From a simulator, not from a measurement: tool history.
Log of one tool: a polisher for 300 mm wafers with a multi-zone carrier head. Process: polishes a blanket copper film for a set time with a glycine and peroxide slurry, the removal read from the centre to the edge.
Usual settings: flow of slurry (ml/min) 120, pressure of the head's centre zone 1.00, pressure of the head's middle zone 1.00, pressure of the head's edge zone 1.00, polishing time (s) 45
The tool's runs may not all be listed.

run	day	flow of slurry (ml/min)	pressure of the head's centre zone	pressure of the head's middle zone	pressure of the head's edge zone	polishing time (s)	incoming thickness of the incoming film, nm	film removed at the wafer's centre (nm)	film removed at mid-radius (nm)	film removed at the wafer's edge (nm)
1	0.000	120	1.00	1.00	1.00	45	2416.7	232.1	237.5	242.7
2	2.829	120	1.07	1.00	1.00	33	2375.8	182.3	169.7	170.2
3	6.504	120	1.00	1.00	1.00	45	2374.6	236.6	234.6	237.7
4	8.775	120	1.00	1.00	1.00	45	2408.4	235.8	232.3	235.9
# day 9.583: slurry nozzle cleaned
5	10.288	120	1.00	0.91	1.00	45	2371.4	239.9	225.8	242.9
# day 14.058: worn pad replaced by a new one
6	14.650	120	1.00	0.91	1.00	45	2406.4	233.2	221.2	240.2
7	21.567	120	1.00	1.00	1.00	45	2368.4	234.6	234.2	236.8
8	25.954	120	1.00	1.00	1.00	45	2403.6	228.5	233.4	235.2
# day 26.854: slurry nozzle cleaned
# day 28.683: worn pad replaced by a new one
9	29.308	120	1.00	1.00	1.09	45	2391.6	245.0	243.7	253.9
10	32.575	120	1.00	1.00	1.09	45	2397.2	235.6	238.4	257.4
# day 33.829: centre zone pressure recalibrated
11	34.492	120	1.00	1.08	1.04	45	2355.8	234.5	250.2	244.7
12	36.883	100	1.00	1.00	1.00	45	2405.8	216.4	228.6	234.5
13	39.096	120	1.00	1.00	1.00	45	2396.4	233.9	233.7	240.7
# day 39.821: carrier head's membrane replaced by a new one
# day 40.846: slurry nozzle cleaned
# day 41.104: edge zone pressure recalibrated
14	42.512	120	1.08	1.04	1.00	45	2411.2	259.7	250.8	242.1
15	45.446	120	1.08	1.04	1.00	45	2408.1	255.4	252.8	248.9
# day 46.179: worn pad replaced by a new one, of another model than before
# day 58.000: slurry nozzle cleaned
16	58.067	120	1.00	0.96	1.00	45	2433.2	240.5	236.5	248.4
17	60.671	120	1.07	1.07	1.00	45	2409.7	253.3	257.8	244.3
# day 64.029: worn pad replaced by a new one
18	64.050	120	1.00	1.00	1.00	45	2370.6	228.9	236.7	233.2
# day 65.375: centre zone pressure recalibrated
19	65.996	120	1.00	1.00	1.05	58	2373.3	290.5	305.6	299.8
20	70.212	120	0.92	1.00	1.00	45	2362.9	206.7	228.6	230.1
21	72.208	150	1.08	0.95	1.00	31	2399.7	179.4	158.8	166.7
# day 72.425: slurry nozzle cleaned
22	75.092	120	1.00	1.00	1.11	51	2384.2	270.2	272.9	286.7

4 ways to go on from here, each from the tool as it stands after run 22. What would each give?
A	75.108	120	1.00	1.00	1.00	45	2390.0	?	?	?
B	75.108	130	0.90	1.00	1.00	45	2390.0	?	?	?
C	75.108	105	1.12	1.00	0.94	45	2390.0	?	?	?
D	75.108	120	1.00	1.11	1.00	54	2390.0	?	?	?

run	film removed at the wafer's centre (nm)	film removed at mid-radius (nm)	film removed at the wafer's edge (nm)
A	243.7	243.4	236.7
B	224.6	248.8	240.2
C	260.9	233.8	223.7
D	292.7	319.2	283.6
Without the tool's hidden state the same runs would have given:
run	film removed at the wafer's centre (nm)	film removed at mid-radius (nm)	film removed at the wafer's edge (nm)
A	251.4	250.1	241.2
B	231.1	255.1	244.5
C	270.4	241.1	228.5
D	301.9	328.0	289.0

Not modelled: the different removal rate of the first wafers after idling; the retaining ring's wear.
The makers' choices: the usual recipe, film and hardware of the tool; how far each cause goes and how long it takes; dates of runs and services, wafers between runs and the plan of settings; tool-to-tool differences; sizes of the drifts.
